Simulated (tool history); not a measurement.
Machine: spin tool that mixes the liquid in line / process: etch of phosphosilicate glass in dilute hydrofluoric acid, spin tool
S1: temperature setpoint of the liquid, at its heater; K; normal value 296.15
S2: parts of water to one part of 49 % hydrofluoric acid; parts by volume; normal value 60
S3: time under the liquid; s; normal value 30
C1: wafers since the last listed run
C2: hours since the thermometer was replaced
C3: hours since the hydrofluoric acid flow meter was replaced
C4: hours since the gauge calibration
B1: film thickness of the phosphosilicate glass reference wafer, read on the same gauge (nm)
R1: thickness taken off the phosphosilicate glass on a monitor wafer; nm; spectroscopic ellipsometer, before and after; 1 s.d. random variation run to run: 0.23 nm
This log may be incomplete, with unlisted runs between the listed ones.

{"run": 1, "hour": 0.0, "S1": 296.15, "S2": 50, "S3": 40, "C1": 0, "C2": 1302.9, "C3": 1845.9, "C4": 351.1, "B1": 59.97, "R1": 97.34}
{"run": 2, "hour": 16.3, "S1": 296.15, "S2": 50, "S3": 40, "C1": 222, "C2": 1319.2, "C3": 1862.2, "C4": 367.4, "B1": 60.02, "R1": 96.99}
{"run": 3, "hour": 33.1, "S1": 296.15, "S2": 60, "S3": 30, "C1": 228, "C2": 1336, "C3": 1879, "C4": 384.2, "B1": 59.97, "R1": 60.07}
{"run": 4, "hour": 41.2, "S1": 296.15, "S2": 60, "S3": 30, "C1": 110, "C2": 1344.1, "C3": 1887.1, "C4": 392.3, "B1": 59.99, "R1": 60.07}
{"run": 5, "hour": 51.9, "S1": 296.15, "S2": 60, "S3": 20, "C1": 145, "C2": 1354.8, "C3": 1897.8, "C4": 403, "B1": 59.97, "R1": 40.13}
{"run": 6, "hour": 65.8, "S1": 296.15, "S2": 60, "S3": 20, "C1": 189, "C2": 1368.7, "C3": 1911.7, "C4": 416.9, "B1": 60.01, "R1": 40.13}
{"run": 7, "hour": 76.0, "S1": 298.15, "S2": 80, "S3": 30, "C1": 138, "C2": 1378.9, "C3": 1921.9, "C4": 427.1, "B1": 59.96, "R1": 47.38}
{"run": 8, "hour": 84.7, "S1": 296.15, "S2": 60, "S3": 30, "C1": 118, "C2": 1387.6, "C3": 1930.6, "C4": 435.8, "B1": 60.01, "R1": 59.77}
{"run": 9, "hour": 99.8, "S1": 296.15, "S2": 70, "S3": 45, "C1": 205, "C2": 1402.7, "C3": 1945.7, "C4": 450.9, "B1": 60.02, "R1": 75.76}
{"run": 10, "hour": 107.4, "S1": 294.65, "S2": 60, "S3": 30, "C1": 103, "C2": 1410.3, "C3": 1953.3, "C4": 458.5, "B1": 59.94, "R1": 56.19}
{"run": 11, "hour": 118.4, "S1": 296.15, "S2": 50, "S3": 30, "C1": 149, "C2": 1421.3, "C3": 1964.3, "C4": 469.5, "B1": 60.05, "R1": 72.45}
{"run": 12, "hour": 137.5, "S1": 296.15, "S2": 60, "S3": 30, "C1": 260, "C2": 1440.4, "C3": 1983.4, "C4": 488.6, "B1": 60.01, "R1": 60.03}
{"run": 13, "hour": 148.2, "S1": 299.65, "S2": 80, "S3": 50, "C1": 145, "C2": 1451.1, "C3": 1994.1, "C4": 499.3, "B1": 59.98, "R1": 83.63}
{"run": 14, "hour": 161.7, "S1": 296.15, "S2": 75, "S3": 30, "C1": 183, "C2": 1464.6, "C3": 2007.6, "C4": 512.8, "B1": 59.99, "R1": 46.74}
{"run": 15, "hour": 168.9, "S1": 292.65, "S2": 80, "S3": 15, "C1": 98, "C2": 1471.8, "C3": 2014.8, "C4": 520, "B1": 59.99, "R1": 18.9}
{"hour": 184.7, "done": "hydrofluoric acid flow meter replaced"}
{"run": 16, "hour": 185.2, "S1": 294.65, "S2": 85, "S3": 20, "C1": 208, "C2": 1488.1, "C3": 0.5, "C4": 536.3, "B1": 60.05, "R1": 25.8}
{"run": 17, "hour": 192.4, "S1": 291.65, "S2": 30, "S3": 25, "C1": 98, "C2": 1495.3, "C3": 7.7, "C4": 543.5, "B1": 59.98, "R1": 84.63}
{"run": 18, "hour": 198.7, "S1": 296.15, "S2": 35, "S3": 30, "C1": 85, "C2": 1501.6, "C3": 14, "C4": 549.8, "B1": 60, "R1": 105.18}
{"run": 19, "hour": 216.2, "S1": 292.15, "S2": 60, "S3": 45, "C1": 238, "C2": 1519.1, "C3": 31.5, "C4": 567.3, "B1": 60.01, "R1": 74.87}
{"hour": 226.8, "done": "gauge calibrated"}
{"run": 20, "hour": 229.1, "S1": 296.15, "S2": 60, "S3": 30, "C1": 175, "C2": 1532, "C3": 44.4, "C4": 2.3, "B1": 60.01, "R1": 60.03}
{"hour": 233.9, "done": "thermometer replaced"}
{"run": 21, "hour": 242.8, "S1": 297.65, "S2": 70, "S3": 35, "C1": 172, "C2": 8.9, "C3": 58.1, "C4": 16, "B1": 60.01, "R1": 64.51}
{"run": 22, "hour": 252.3, "S1": 296.15, "S2": 60, "S3": 30, "C1": 129, "C2": 18.4, "C3": 67.6, "C4": 25.5, "B1": 60.02, "R1": 61.68}
{"run": 23, "hour": 265.4, "S1": 296.15, "S2": 60, "S3": 30, "C1": 178, "C2": 31.5, "C3": 80.7, "C4": 38.6, "B1": 59.97, "R1": 61.55}
{"run": 24, "hour": 277.5, "S1": 291.65, "S2": 40, "S3": 15, "C1": 164, "C2": 43.6, "C3": 92.8, "C4": 50.7, "B1": 59.98, "R1": 38.97}
{"run": 25, "hour": 285.0, "S1": 299.65, "S2": 80, "S3": 40, "C1": 102, "C2": 51.1, "C3": 100.3, "C4": 58.2, "B1": 59.97, "R1": 68.59}
{"run": 26, "hour": 296.9, "S1": 293.15, "S2": 50, "S3": 15, "C1": 162, "C2": 63, "C3": 112.2, "C4": 70.1, "B1": 59.98, "R1": 33.04}
{"run": 27, "hour": 303.0, "S1": 296.15, "S2": 60, "S3": 35, "C1": 83, "C2": 69.1, "C3": 118.3, "C4": 76.2, "B1": 60.03, "R1": 71.79}
{"run": 28, "hour": 313.0, "S1": 296.15, "S2": 60, "S3": 30, "C1": 136, "C2": 79.1, "C3": 128.3, "C4": 86.2, "B1": 59.98, "R1": 61.84}
{"run": 29, "hour": 322.4, "S1": 296.15, "S2": 50, "S3": 25, "C1": 128, "C2": 88.5, "C3": 137.7, "C4": 95.6, "B1": 60.01, "R1": 62.6}
{"run": 30, "hour": 331.6, "S1": 292.15, "S2": 60, "S3": 45, "C1": 125, "C2": 97.7, "C3": 146.9, "C4": 104.8, "B1": 60, "R1": 78.03}
{"run": 31, "hour": 347.8, "S1": 297.65, "S2": 90, "S3": 15, "C1": 220, "C2": 113.9, "C3": 163.1, "C4": 121, "B1": 59.98, "R1": 20.96}
{"run": 32, "hour": 364.3, "S1": 296.15, "S2": 60, "S3": 30, "C1": 224, "C2": 130.4, "C3": 179.6, "C4": 137.5, "B1": 60, "R1": 61.41}
{"run": 33, "hour": 380.2, "S1": 300.15, "S2": 45, "S3": 45, "C1": 216, "C2": 146.3, "C3": 195.5, "C4": 153.4, "B1": 59.98, "R1": 147.86}

Below are 4 alternative next runs, each starting from the tool's condition after run 33. Predict each:
{"run": "A", "hour": 380.6, "S1": 300.65, "S2": 60, "S3": 30, "C1": 5, "C2": 146.7, "C3": 195.9, "C4": 153.8, "B1": "?", "R1": "?"}
{"run": "B", "hour": 380.6, "S1": 296.15, "S2": 85, "S3": 30, "C1": 5, "C2": 146.7, "C3": 195.9, "C4": 153.8, "B1": "?", "R1": "?"}
{"run": "C", "hour": 380.6, "S1": 300.65, "S2": 75, "S3": 45, "C1": 5, "C2": 146.7, "C3": 195.9, "C4": 153.8, "B1": "?", "R1": "?"}
{"run": "D", "hour": 380.6, "S1": 293.65, "S2": 35, "S3": 25, "C1": 5, "C2": 146.7, "C3": 195.9, "C4": 153.8, "B1": "?", "R1": "?"}

run=A B1=60.04 R1=73.97
run=B B1=60.04 R1=42.18
run=C B1=60.04 R1=86.92
run=D B1=60.04 R1=81.75
Stripped of hidden state, with their random variation kept, the same runs would have yielded:
run=A R1=75.09
run=B R1=42.83
run=C R1=88.23
run=D R1=83.09
